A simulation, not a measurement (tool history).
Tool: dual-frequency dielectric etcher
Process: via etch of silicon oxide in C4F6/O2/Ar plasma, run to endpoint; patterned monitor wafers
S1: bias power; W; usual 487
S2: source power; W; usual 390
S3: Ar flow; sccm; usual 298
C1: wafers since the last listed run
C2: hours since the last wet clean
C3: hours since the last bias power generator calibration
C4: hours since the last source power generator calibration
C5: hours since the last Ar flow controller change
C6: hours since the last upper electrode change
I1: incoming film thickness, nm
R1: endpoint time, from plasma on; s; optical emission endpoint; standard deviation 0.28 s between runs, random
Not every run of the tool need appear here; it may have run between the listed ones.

| run | hour | S1 | S2 | S3 | C1 | C2 | C3 | C4 | C5 | C6 | I1 | R1 |
|---|---|---|---|---|---|---|---|---|---|---|---|---|
| 1 | 0.0 | 487 | 390 | 246 | 0 | 330.4 | 3119.5 | 1570.0 | 4037.6 | 4967.8 | 192.0 | 40.7 |
| 2 | 46.0 | 438 | 390 | 298 | 692 | 376.4 | 3165.5 | 1616.0 | 4083.6 | 5013.8 | 191.3 | 41.7 |
|  | 76.1 | wet clean of the chamber |
| 3 | 105.7 | 487 | 310 | 243 | 537 | 29.6 | 3225.2 | 1675.7 | 4143.3 | 5073.5 | 190.7 | 45.3 |
| 4 | 139.9 | 487 | 390 | 298 | 514 | 63.8 | 3259.4 | 1709.9 | 4177.5 | 5107.7 | 190.3 | 42.9 |
| 5 | 197.6 | 487 | 390 | 298 | 868 | 121.5 | 3317.1 | 1767.6 | 4235.2 | 5165.4 | 192.2 | 42.4 |
| 6 | 228.5 | 487 | 390 | 250 | 465 | 152.4 | 3348.0 | 1798.5 | 4266.1 | 5196.3 | 191.4 | 41.6 |
| 7 | 261.0 | 487 | 390 | 250 | 489 | 184.9 | 3380.5 | 1831.0 | 4298.6 | 5228.8 | 192.2 | 41.7 |
| 8 | 330.3 | 487 | 390 | 298 | 1043 | 254.2 | 3449.8 | 1900.3 | 4367.9 | 5298.1 | 191.4 | 41.6 |
| 9 | 370.4 | 487 | 390 | 298 | 603 | 294.3 | 3489.9 | 1940.4 | 4408.0 | 5338.2 | 191.6 | 41.1 |
|  | 414.3 | upper electrode replaced |
| 10 | 436.6 | 487 | 390 | 298 | 635 | 360.5 | 3556.1 | 2006.6 | 4474.2 | 22.3 | 191.8 | 41.4 |
|  | 464.9 | wet clean of the chamber |
|  | 466.3 | bias power generator calibrated |
| 11 | 471.2 | 487 | 390 | 346 | 139 | 6.3 | 4.9 | 2041.2 | 4508.8 | 56.9 | 190.8 | 43.0 |
| 12 | 513.5 | 487 | 390 | 346 | 636 | 48.6 | 47.2 | 2083.5 | 4551.1 | 99.2 | 192.1 | 43.1 |
| 13 | 582.5 | 487 | 390 | 298 | 1038 | 117.6 | 116.2 | 2152.5 | 4620.1 | 168.2 | 192.5 | 42.3 |
|  | 614.4 | Ar flow controller replaced |
| 14 | 614.9 | 526 | 290 | 361 | 397 | 150.0 | 148.6 | 2184.9 | 0.5 | 200.6 | 191.2 | 46.3 |
| 15 | 681.3 | 487 | 390 | 260 | 999 | 216.4 | 215.0 | 2251.3 | 66.9 | 267.0 | 192.4 | 41.4 |

What will run 16 give?
| 16 | 727.1 | 561 | 390 | 298 | 689 | 262.2 | 260.8 | 2297.1 | 112.7 | 312.8 | 193.2 | ? |

{"run 16": {"R1": 40.5}}
On a tool with no hidden condition, and with the same random variation, this run would have come out at R1 42.0 s.
